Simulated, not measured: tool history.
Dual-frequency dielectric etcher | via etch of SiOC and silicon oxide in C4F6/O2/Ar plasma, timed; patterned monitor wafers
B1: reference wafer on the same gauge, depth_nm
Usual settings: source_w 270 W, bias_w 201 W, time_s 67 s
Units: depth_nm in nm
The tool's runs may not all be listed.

{"run": 1, "hour": 0.0, "source_w": 270, "bias_w": 201, "time_s": 55, "B1": 75.4, "depth_nm": 54.1}
{"run": 2, "hour": 89.6, "source_w": 270, "bias_w": 201, "time_s": 55, "B1": 75.4, "depth_nm": 54}
{"run": 3, "hour": 148.1, "source_w": 270, "bias_w": 173, "time_s": 67, "B1": 75.4, "depth_nm": 62.8}
{"run": 4, "hour": 227.3, "source_w": 300, "bias_w": 201, "time_s": 60.5, "B1": 75.4, "depth_nm": 61.5}
{"run": 5, "hour": 295.3, "source_w": 300, "bias_w": 201, "time_s": 60.5, "B1": 75.4, "depth_nm": 61.8}
{"run": 6, "hour": 375.8, "source_w": 300, "bias_w": 201, "time_s": 60.5, "B1": 75.4, "depth_nm": 62}
{"run": 7, "hour": 468.5, "source_w": 270, "bias_w": 224, "time_s": 67, "B1": 75.4, "depth_nm": 68.5}
{"run": 8, "hour": 521.7, "source_w": 270, "bias_w": 224, "time_s": 67, "B1": 75.4, "depth_nm": 68.4}
{"run": 9, "hour": 603.7, "source_w": 270, "bias_w": 201, "time_s": 67, "B1": 75.4, "depth_nm": 66.3}
{"run": 10, "hour": 645.4, "source_w": 240, "bias_w": 201, "time_s": 67, "B1": 75.4, "depth_nm": 63.6}
{"run": 11, "hour": 709.2, "source_w": 320, "bias_w": 177, "time_s": 67, "B1": 75.4, "depth_nm": 67.2}
{"run": 12, "hour": 808.7, "source_w": 270, "bias_w": 201, "time_s": 67, "B1": 75.4, "depth_nm": 65.6}
{"run": 13, "hour": 910.4, "source_w": 270, "bias_w": 201, "time_s": 82.5, "B1": 75.4, "depth_nm": 79.6}
{"run": 14, "hour": 957.0, "source_w": 270, "bias_w": 201, "time_s": 78, "B1": 75.4, "depth_nm": 75.3}
{"run": 15, "hour": 1053.4, "source_w": 270, "bias_w": 160, "time_s": 84, "B1": 75.4, "depth_nm": 75.8}
{"run": 16, "hour": 1138.6, "source_w": 270, "bias_w": 185, "time_s": 84, "B1": 75.4, "depth_nm": 79.3}

Not shown: 7 entries that the log had between the listed runs. Between which runs, and how does the tool's hidden state differ before and after?
Between runs 3 and 4: wet clean of the chamber (hour 190.5)
  source power that arrives over what is set, %: 3.18 -> 3.35; bias power that arrives over what is set, %: 2.36 -> 2.62
  measured less the result without the state, depth_nm: +1.1 -> +1.1 nm
Between runs 8 and 9: gauge calibrated (hour 537.1); wet clean of the chamber (hour 603.2)
  source power that arrives over what is set, %: 3.99 -> 4.18; bias power that arrives over what is set, %: 3.71 -> 4.05
  measured less the result without the state, depth_nm: +1.7 -> +1.7 nm
Between runs 10 and 11: bias power generator calibrated (hour 675.9)
  source power that arrives over what is set, %: 4.28 -> 4.44; bias power that arrives over what is set, %: 4.23 -> -0.459
  measured less the result without the state, depth_nm: +1.7 -> +0.9 nm
Between runs 12 and 13: source power generator calibrated (hour 876.8); upper electrode replaced (hour 909.9)
  source power that arrives over what is set, %: 4.69 -> 0.422; bias power that arrives over what is set, %: -0.441 -> -0.401
  measured less the result without the state, depth_nm: +1 -> +0 nm
Between runs 15 and 16: wet clean of the chamber (hour 1104.2)
  source power that arrives over what is set, %: 0.434 -> 0.449; bias power that arrives over what is set, %: -0.307 -> -0.23
  measured less the result without the state, depth_nm: +0.1 -> +0.1 nm
